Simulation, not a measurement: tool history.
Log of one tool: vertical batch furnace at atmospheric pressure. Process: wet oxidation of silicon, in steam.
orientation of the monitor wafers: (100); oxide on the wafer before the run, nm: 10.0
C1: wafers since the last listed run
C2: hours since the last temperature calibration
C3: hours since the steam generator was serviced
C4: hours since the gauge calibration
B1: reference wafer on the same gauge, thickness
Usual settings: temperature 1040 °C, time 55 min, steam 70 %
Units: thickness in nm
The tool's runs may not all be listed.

Run 1, hour 0: usual settings but time 43 min, steam 64 %; C1 0; C2 1019.9; C3 776; C4 351.6; B1 350.73. Result: thickness 324.62 nm.
Run 2, hour 84.2: usual settings but time 43 min, steam 64 %; C1 829; C2 1104.1; C3 860.2; C4 435.8; B1 350.87. Result: thickness 323.59 nm.
Run 3, hour 114.8: usual settings; C1 301; C2 1134.7; C3 890.8; C4 466.4; B1 350.79. Result: thickness 403.19 nm.
Run 4, hour 141.5: usual settings; C1 262; C2 1161.4; C3 917.5; C4 493.1; B1 351.33. Result: thickness 402.03 nm.
Run 5, hour 153.6: usual settings; C1 119; C2 1173.5; C3 929.6; C4 505.2; B1 350.95. Result: thickness 402.99 nm.
Run 6, hour 180.3: usual settings; C1 262; C2 1200.2; C3 956.3; C4 531.9; B1 350.61. Result: thickness 402.91 nm.
Run 7, hour 208.4: usual settings; C1 276; C2 1228.3; C3 984.4; C4 560; B1 350.71. Result: thickness 402.31 nm.
Run 8, hour 230: usual settings; C1 212; C2 1249.9; C3 1006; C4 581.6; B1 351. Result: thickness 401.6 nm.
Run 9, hour 250.4: usual settings; C1 200; C2 1270.3; C3 1026.4; C4 602; B1 351.14. Result: thickness 401.66 nm.
Run 10, hour 265.5: usual settings; C1 148; C2 1285.4; C3 1041.5; C4 617.1; B1 351.2. Result: thickness 402.11 nm.
Run 11, hour 298.9: usual settings; C1 328; C2 1318.8; C3 1074.9; C4 650.5; B1 351.02. Result: thickness 404.79 nm.
Run 12, hour 318.9: usual settings but time 72.5 min; C1 196; C2 1338.8; C3 1094.9; C4 670.5; B1 351.03. Result: thickness 478.64 nm.
At hour 349.6: steam generator serviced.
Run 13, hour 350.6: usual settings but temperature 1046 °C; C1 75; C2 1370.5; C3 1; C4 702.2; B1 350.82. Result: thickness 424.69 nm.
Run 14, hour 365.4: usual settings but temperature 1046 °C; C1 145; C2 1385.3; C3 15.8; C4 717; B1 350.73. Result: thickness 425.54 nm.
Run 15, hour 389.3: usual settings but temperature 1056 °C, time 48 min, steam 80 %; C1 235; C2 1409.2; C3 39.7; C4 740.9; B1 351.19. Result: thickness 449.22 nm.
At hour 393.1: gauge calibrated.
Run 16, hour 411.4: usual settings but temperature 1046 °C; C1 217; C2 1431.3; C3 61.8; C4 18.3; B1 351.35. Result: thickness 425.72 nm.
Run 17, hour 437.9: usual settings; C1 260; C2 1457.8; C3 88.3; C4 44.8; B1 350.96. Result: thickness 410.28 nm.
Run 18, hour 451: usual settings but temperature 1021 °C, time 74.5 min, steam 81 %; C1 129; C2 1470.9; C3 101.4; C4 57.9; B1 350.58. Result: thickness 484 nm.
Run 19, hour 476.8: usual settings but steam 59 %; C1 254; C2 1496.7; C3 127.2; C4 83.7; B1 351.12. Result: thickness 364.79 nm.
Run 20, hour 500.5: usual settings but temperature 1049 °C, time 78 min, steam 80 %; C1 233; C2 1520.4; C3 150.9; C4 107.4; B1 350.84. Result: thickness 576.56 nm.
Run 21, hour 517.8: usual settings but steam 61 %; C1 170; C2 1537.7; C3 168.2; C4 124.7; B1 350.7. Result: thickness 372.64 nm.
Run 22, hour 541.5: usual settings; C1 233; C2 1561.4; C3 191.9; C4 148.4; B1 350.97. Result: thickness 406.18 nm.
At hour 573.2: thermocouples replaced and temperature profile calibrated.
Run 23, hour 592.1: usual settings but temperature 1022 °C, steam 82 %; C1 261; C2 18.9; C3 242.5; C4 199; B1 351.04. Result: thickness 400.42 nm.
Run 24, hour 620.4: usual settings but temperature 1030 °C, time 82.5 min, steam 78 %; C1 278; C2 47.2; C3 270.8; C4 227.3; B1 351.05. Result: thickness 532.23 nm.
Run 25, hour 655.1: usual settings; C1 341; C2 81.9; C3 305.5; C4 262; B1 350.93. Result: thickness 403.56 nm.
Run 26, hour 733.1: usual settings but temperature 1024 °C, time 41.5 min, steam 78 %; C1 768; C2 159.9; C3 383.5; C4 340; B1 350.83. Result: thickness 325.32 nm.
Run 27, hour 760.4: usual settings but temperature 1052 °C; C1 268; C2 187.2; C3 410.8; C4 367.3; B1 351.15. Result: thickness 431.61 nm.
Run 28, hour 843.9: usual settings but temperature 1064 °C, time 66 min, steam 82 %; C1 822; C2 270.7; C3 494.3; C4 450.8; B1 351.34. Result: thickness 566.88 nm.
Run 29, hour 861.9: usual settings but temperature 1024 °C, time 41.5 min, steam 78 %; C1 177; C2 288.7; C3 512.3; C4 468.8; B1 350.87. Result: thickness 325.52 nm.

Forecast each of these 5 alternatives for the next run:
Run A, hour 867: usual settings but steam 66 %; C1 50; C2 293.8; C3 517.4; C4 473.9; B1 ?. Result: thickness ?.
Run B, hour 867: usual settings but temperature 1052 °C, time 32.5 min; C1 50; C2 293.8; C3 517.4; C4 473.9; B1 ?. Result: thickness ?.
Run C, hour 867: usual settings but temperature 1058 °C, time 78.5 min; C1 50; C2 293.8; C3 517.4; C4 473.9; B1 ?. Result: thickness ?.
Run D, hour 867: usual settings but time 28.5 min; C1 50; C2 293.8; C3 517.4; C4 473.9; B1 ?. Result: thickness ?.
Run E, hour 867: usual settings but steam 80 %; C1 50; C2 293.8; C3 517.4; C4 473.9; B1 ?. Result: thickness ?.

run      B1  thickness
  A  351.02     386.86
  B  351.02     308.38
  C  351.02     551.72
  D  351.02     260.85
  E  351.02      437.1
Without the tool's hidden state the same runs would have given:
run  thickness
  A     395.91
  B     315.71
  C     563.73
  D     267.32
  E     447.16

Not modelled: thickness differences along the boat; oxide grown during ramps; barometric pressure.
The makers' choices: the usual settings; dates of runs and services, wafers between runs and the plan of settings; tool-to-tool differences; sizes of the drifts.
